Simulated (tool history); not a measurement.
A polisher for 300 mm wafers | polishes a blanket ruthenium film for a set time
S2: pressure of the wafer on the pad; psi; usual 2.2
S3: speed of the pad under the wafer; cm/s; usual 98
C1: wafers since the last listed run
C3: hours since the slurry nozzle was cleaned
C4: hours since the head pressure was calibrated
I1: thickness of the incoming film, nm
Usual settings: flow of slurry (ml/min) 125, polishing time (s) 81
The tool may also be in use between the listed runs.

Run 1, hour 0.0: usual settings but flow of slurry (ml/min) 95; C1 0; wafers polished on this pad 1055; C3 477.9; C4 465.8; I1 306.6. Result: film removed (nm) 68.5.
At hour 7.0: worn pad replaced by a new one.
Run 2, hour 7.7: usual settings but flow of slurry (ml/min) 95; C1 23; wafers polished on this pad 4; C3 485.6; C4 473.5; I1 311.4. Result: film removed (nm) 68.0.
Run 3, hour 16.9: usual settings; C1 59; wafers polished on this pad 63; C3 494.8; C4 482.7; I1 311.5. Result: film removed (nm) 75.2.
Run 4, hour 25.0: usual settings; C1 52; wafers polished on this pad 115; C3 502.9; C4 490.8; I1 310.6. Result: film removed (nm) 75.8.
Run 5, hour 38.9: usual settings; C1 89; wafers polished on this pad 205; C3 516.8; C4 504.7; I1 304.4. Result: film removed (nm) 75.5.
Run 6, hour 50.9: usual settings; C1 77; wafers polished on this pad 282; C3 528.8; C4 516.7; I1 309.9. Result: film removed (nm) 75.5.
Run 7, hour 77.7: usual settings; C1 172; wafers polished on this pad 454; C3 555.6; C4 543.5; I1 312.1. Result: film removed (nm) 74.7.
Run 8, hour 84.8: usual settings but S2 2.5 psi; C1 45; wafers polished on this pad 500; C3 562.7; C4 550.6; I1 314.8. Result: film removed (nm) 85.3.
Run 9, hour 92.9: usual settings but flow of slurry (ml/min) 115; C1 52; wafers polished on this pad 552; C3 570.8; C4 558.7; I1 309.7. Result: film removed (nm) 72.8.
Run 10, hour 118.1: usual settings but flow of slurry (ml/min) 115; C1 162; wafers polished on this pad 714; C3 596.0; C4 583.9; I1 312.1. Result: film removed (nm) 72.5.
Run 11, hour 125.8: usual settings but flow of slurry (ml/min) 140; C1 49; wafers polished on this pad 764; C3 603.7; C4 591.6; I1 310.7. Result: film removed (nm) 78.3.
Run 12, hour 141.9: usual settings but flow of slurry (ml/min) 140; C1 103; wafers polished on this pad 867; C3 619.8; C4 607.7; I1 307.4. Result: film removed (nm) 78.6.
Run 13, hour 155.9: usual settings but flow of slurry (ml/min) 140; C1 90; wafers polished on this pad 957; C3 633.8; C4 621.7; I1 307.6. Result: film removed (nm) 77.7.
Run 14, hour 162.7: usual settings but flow of slurry (ml/min) 155, polishing time (s) 67; C1 43; wafers polished on this pad 1001; C3 640.6; C4 628.5; I1 308.7. Result: film removed (nm) 67.2.
Run 15, hour 176.5: usual settings but flow of slurry (ml/min) 155, polishing time (s) 67; C1 88; wafers polished on this pad 1090; C3 654.4; C4 642.3; I1 315.7. Result: film removed (nm) 66.7.
Run 16, hour 183.0: usual settings but flow of slurry (ml/min) 115, S2 2.0 psi, S3 64 cm/s; C1 41; wafers polished on this pad 1132; C3 660.9; C4 648.8; I1 313.2. Result: film removed (nm) 47.0.
Run 17, hour 197.2: usual settings but flow of slurry (ml/min) 165, S2 2.7 psi, S3 68 cm/s, polishing time (s) 54; C1 91; wafers polished on this pad 1223; C3 675.1; C4 663.0; I1 309.7. Result: film removed (nm) 50.3.
At hour 200.9: head pressure recalibrated.
Run 18, hour 209.7: usual settings but S2 1.6 psi, S3 126 cm/s, polishing time (s) 106; C1 67; wafers polished on this pad 1290; C3 687.6; C4 8.8; I1 308.8. Result: film removed (nm) 88.3.
At hour 220.7: worn pad replaced by a new one.
Run 19, hour 221.2: usual settings; C1 48; wafers polished on this pad 3; C3 699.1; C4 20.3; I1 306.5. Result: film removed (nm) 74.9.
At hour 223.1: slurry nozzle cleaned.
Run 20, hour 229.6: usual settings but flow of slurry (ml/min) 140, S3 132 cm/s, polishing time (s) 57; C1 47; wafers polished on this pad 50; C3 6.5; C4 28.7; I1 313.7. Result: film removed (nm) 82.5.
Run 21, hour 245.3: usual settings; C1 100; wafers polished on this pad 151; C3 22.2; C4 44.4; I1 304.3. Result: film removed (nm) 89.5.
Run 22, hour 256.2: usual settings but S2 2.4 psi, polishing time (s) 68; C1 70; wafers polished on this pad 221; C3 33.1; C4 55.3; I1 313.0. Result: film removed (nm) 80.7.
Run 23, hour 262.5: usual settings but S2 1.7 psi; C1 40; wafers polished on this pad 262; C3 39.4; C4 61.6; I1 306.0. Result: film removed (nm) 67.6.
Run 24, hour 278.9: usual settings but flow of slurry (ml/min) 105, S2 1.7 psi, S3 122 cm/s, polishing time (s) 107; C1 105; wafers polished on this pad 367; C3 55.8; C4 78.0; I1 309.9. Result: film removed (nm) 101.4.
Run 25, hour 286.2: usual settings but polishing time (s) 106; C1 46; wafers polished on this pad 414; C3 63.1; C4 85.3; I1 312.0. Result: film removed (nm) 113.6.
Run 26, hour 294.1: usual settings but S3 74 cm/s, polishing time (s) 97; C1 50; wafers polished on this pad 465; C3 71.0; C4 93.2; I1 308.9. Result: film removed (nm) 83.0.
Run 27, hour 305.5: usual settings; C1 73; wafers polished on this pad 538; C3 82.4; C4 104.6; I1 313.3. Result: film removed (nm) 86.0.
Run 28, hour 315.6: usual settings; C1 64; wafers polished on this pad 603; C3 92.5; C4 114.7; I1 311.6. Result: film removed (nm) 84.9.
Run 29, hour 333.6: usual settings but S3 74 cm/s, polishing time (s) 97; C1 115; wafers polished on this pad 719; C3 110.5; C4 132.7; I1 306.4. Result: film removed (nm) 82.0.
Run 30, hour 348.9: usual settings but flow of slurry (ml/min) 105, S2 2.7 psi, S3 116 cm/s; C1 98; wafers polished on this pad 818; C3 125.8; C4 148.0; I1 305.7. Result: film removed (nm) 114.7.
Run 31, hour 364.4: usual settings; C1 99; wafers polished on this pad 917; C3 141.3; C4 163.5; I1 304.9. Result: film removed (nm) 83.9.

Measured less the same run without the tool's hidden state. The same run-to-run variation is in both; the gauge's scatter may not be:
The hidden state here: removal rate lost through wear of the pad, %; slurry flow missing at the pad, %; deviation of the head's pressure from its setpoint, %.
run  film removed (nm)
  1              -16.0
  2              -16.0
  3              -13.4
  4              -13.7
  5              -13.8
  6              -13.9
  7              -14.1
  8              -16.2
  9              -15.2
 10              -15.4
 11              -13.6
 12              -13.8
 13              -13.7
 14              -10.7
 15              -10.7
 16              -10.4
 17               -7.7
 18              -18.1
 19              -15.4
 20               -0.5
 21               -1.3
 22               -1.5
 23               -1.4
 24               -3.4
 25               -3.6
 26               -2.9
 27               -3.3
 28               -3.7
 29               -4.1
 30               -7.8
 31               -5.2
